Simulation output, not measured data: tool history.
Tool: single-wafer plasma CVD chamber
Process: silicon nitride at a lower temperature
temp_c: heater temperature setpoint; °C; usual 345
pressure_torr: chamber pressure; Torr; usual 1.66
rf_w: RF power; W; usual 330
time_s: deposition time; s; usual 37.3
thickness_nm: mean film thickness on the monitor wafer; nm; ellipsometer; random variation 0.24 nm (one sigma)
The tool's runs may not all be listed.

run	day	temp_c	pressure_torr	rf_w	time_s	wafers since the last listed run	hours since the last thermocouple change	hours since the last RF generator calibration	hours since the last manometer calibration	hours since the showerhead was replaced	hours since the gauge calibration	read-back reference wafer on the same gauge, thickness_nm	thickness_nm
1	0.000	345	1.66	330	37.3	0	1502.3	705.5	828.1	3921.5	2344.0	52.636	50.112
2	3.983	345	1.66	330	37.3	1211	1597.9	801.1	923.7	4017.1	2439.6	52.655	49.573
3	6.604	345	1.26	375	37.3	797	1660.8	864.0	986.6	4080.0	2502.5	52.853	48.868
4	9.558	345	1.66	330	37.3	898	1731.7	934.9	1057.5	4150.9	2573.4	52.701	49.550
5	12.400	345	1.93	300	37.3	864	1799.9	1003.1	1125.7	4219.1	2641.6	52.782	48.953
# day 13.458: thermocouple changed; heater temperature recalibrated
# day 13.575: capacitance manometer re-zeroed and calibrated
6	14.975	358	1.83	385	39.4	646	36.4	1064.9	33.6	4280.9	2703.4	52.656	60.054
7	19.017	345	1.66	330	37.3	1229	133.4	1161.9	130.6	4377.9	2800.4	52.856	49.845
8	23.317	345	1.66	330	37.3	1307	236.6	1265.1	233.8	4481.1	2903.6	52.751	49.596
# day 24.458: gauge calibrated
9	25.333	356	1.98	330	42.1	613	285.0	1313.5	282.2	4529.5	21.0	52.717	59.202
10	27.262	358	1.83	385	39.4	586	331.3	1359.8	328.5	4575.8	67.3	52.768	59.807
# day 28.483: showerhead replaced
11	29.258	345	1.99	330	37.3	505	379.2	1407.7	376.4	18.6	115.2	52.743	53.111
12	32.904	352	1.66	355	41.1	1108	466.7	1495.2	463.9	106.1	202.7	52.735	57.655
13	36.654	358	1.54	290	32.8	1140	556.7	1585.2	553.9	196.1	292.7	52.627	38.571
14	40.421	345	1.66	330	37.3	1145	647.1	1675.6	644.3	286.5	383.1	52.819	49.826
# day 41.379: RF generator calibrated
15	44.183	345	1.46	360	37.3	1043	737.4	67.3	734.6	376.8	473.4	52.711	50.805
16	47.342	345	1.66	390	37.3	960	813.2	143.1	810.4	452.6	549.2	52.712	55.930
17	49.262	336	1.85	350	40.6	584	859.3	189.2	856.5	498.7	595.3	52.768	58.417
# day 52.721: capacitance manometer re-zeroed and calibrated
18	53.092	345	1.66	330	41.1	1063	951.2	281.1	8.9	590.6	687.2	52.752	54.773
19	54.600	345	2.03	305	37.3	458	987.4	317.3	45.1	626.8	723.4	52.794	50.105
20	58.104	345	1.66	305	37.3	1065	1071.5	401.4	129.2	710.9	807.5	52.790	47.048
21	59.867	352	2.00	390	43.2	536	1113.8	443.7	171.5	753.2	849.8	52.755	68.383
22	62.671	337	1.77	330	37.3	852	1181.1	511.0	238.8	820.5	917.1	52.746	50.713
23	73.088	339	1.48	355	40.7	3168	1431.1	761.0	488.8	1070.5	1167.1	52.806	54.550
24	76.979	340	1.66	330	31.2	1183	1524.5	854.4	582.2	1163.9	1260.5	52.839	41.759
25	80.575	345	1.66	385	32.1	1093	1610.8	940.7	668.5	1250.2	1346.8	52.879	47.319
# day 81.638: thermocouple changed; heater temperature recalibrated
26	83.996	345	1.66	330	37.3	939	56.6	1022.8	750.6	1332.3	1428.9	52.917	50.004
27	85.867	345	1.66	330	37.3	569	101.5	1067.7	795.5	1377.2	1473.8	52.904	50.217

Forecast each of these 5 alternatives for the next run:
A	85.883	354	1.66	330	37.3	5	101.9	1068.1	795.9	1377.6	1474.2	?	?
B	85.883	345	1.82	330	37.3	5	101.9	1068.1	795.9	1377.6	1474.2	?	?
C	85.883	350	1.66	290	37.3	5	101.9	1068.1	795.9	1377.6	1474.2	?	?
D	85.883	358	1.28	330	31.1	5	101.9	1068.1	795.9	1377.6	1474.2	?	?
E	85.883	358	1.66	330	41.0	5	101.9	1068.1	795.9	1377.6	1474.2	?	?

run	read-back reference wafer on the same gauge, thickness_nm	thickness_nm
A	52.707	49.910
B	52.707	51.597
C	52.707	45.516
D	52.707	37.862
E	52.707	54.776
Without the tool's hidden state the same runs would have given:
run	thickness_nm
A	49.910
B	51.597
C	45.516
D	37.862
E	54.776
